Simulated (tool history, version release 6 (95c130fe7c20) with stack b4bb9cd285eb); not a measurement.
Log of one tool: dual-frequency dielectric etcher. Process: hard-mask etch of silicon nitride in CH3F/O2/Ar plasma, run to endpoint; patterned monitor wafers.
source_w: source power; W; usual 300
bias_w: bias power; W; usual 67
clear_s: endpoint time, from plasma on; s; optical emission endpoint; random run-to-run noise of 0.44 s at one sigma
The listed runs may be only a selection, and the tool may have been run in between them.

run    hour  source_w  bias_w  incoming incoming film thickness, nm  clear_s
  1     0.0       300      61                                 40.29     71.1
  2    26.8       260      58                                 39.99     76.2
  3    75.0       300      67                                 40.50     67.5
  4   134.7       300      67                                 40.30     68.5
  5   172.3       300      67                                 40.21     67.9
  6   200.7       300      67                                 40.29     68.0
  7   246.4       250      67                                 39.85     73.2
  8   305.3       360      67                                 40.49     63.9
      364.0  -- upper electrode replaced
  9   364.5       360      67                                 39.83     62.3
      384.0  -- source power generator calibrated
 10   417.8       360      67                                 40.53     61.3
 11   446.4       300      72                                 40.51     65.7
      490.7  -- wet clean of the chamber
 12   511.9       320      80                                 40.15     59.4
      538.6  -- bias power generator calibrated
 13   557.6       300      67                                 39.94     65.4
 14   619.0       330      57                                 40.67     69.1
 15   683.3       260      67                                 40.53     71.4
 16   710.1       300      67                                 40.17     66.6
 17   766.6       260      67                                 40.11     71.0
 18   813.2       300      67                                 40.80     68.4
 19   871.8       270      61                                 40.79     73.0
 20   932.5       300      67                                 40.55     66.6
      982.1  -- wet clean of the chamber
 21   989.9       300      75                                 40.88     65.4
 22  1031.0       240      67                                 39.98     73.0
 23  1083.7       300      67                                 40.45     67.1
 24  1124.9       370      58                                 40.42     65.4
 25  1149.8       270      67                                 40.29     70.0
 26  1182.7       300      67                                 40.35     67.7
 27  1245.2       340      62                                 40.27     65.0
 28  1276.9       260      61                                 40.18     74.0
 29  1302.8       250      51                                 39.89     82.8
 30  1351.0       370      79                                 40.07     56.3
 31  1378.1       300      67                                 40.17     67.2
 32  1430.8       370      52                                 39.86     67.7
     1506.7  -- wet clean of the chamber
 33  1597.0       270      53                                 40.73     79.6
 34  1629.4       350      83                                 40.21     57.2

Exercise: give the hidden state of the tool at every run:
etch rate over this chamber's usual, %: 0 at every run
bias power that arrives over what is set, %: 0 at every run
H1: source power that arrives over what is set, %
run      H1
  1   -4.45
  2    -4.5
  3   -4.61
  4   -4.73
  5   -4.81
  6   -4.87
  7   -4.97
  8    -5.1
  9   -5.22
 10  -0.169
 11   -0.23
 12   -0.37
 13  -0.468
 14  -0.599
 15  -0.736
 16  -0.794
 17  -0.914
 18   -1.01
 19   -1.14
 20   -1.27
 21   -1.39
 22   -1.48
 23   -1.59
 24   -1.68
 25   -1.73
 26    -1.8
 27   -1.94
 28      -2
 29   -2.06
 30   -2.16
 31   -2.22
 32   -2.33
 33   -2.69
 34   -2.76
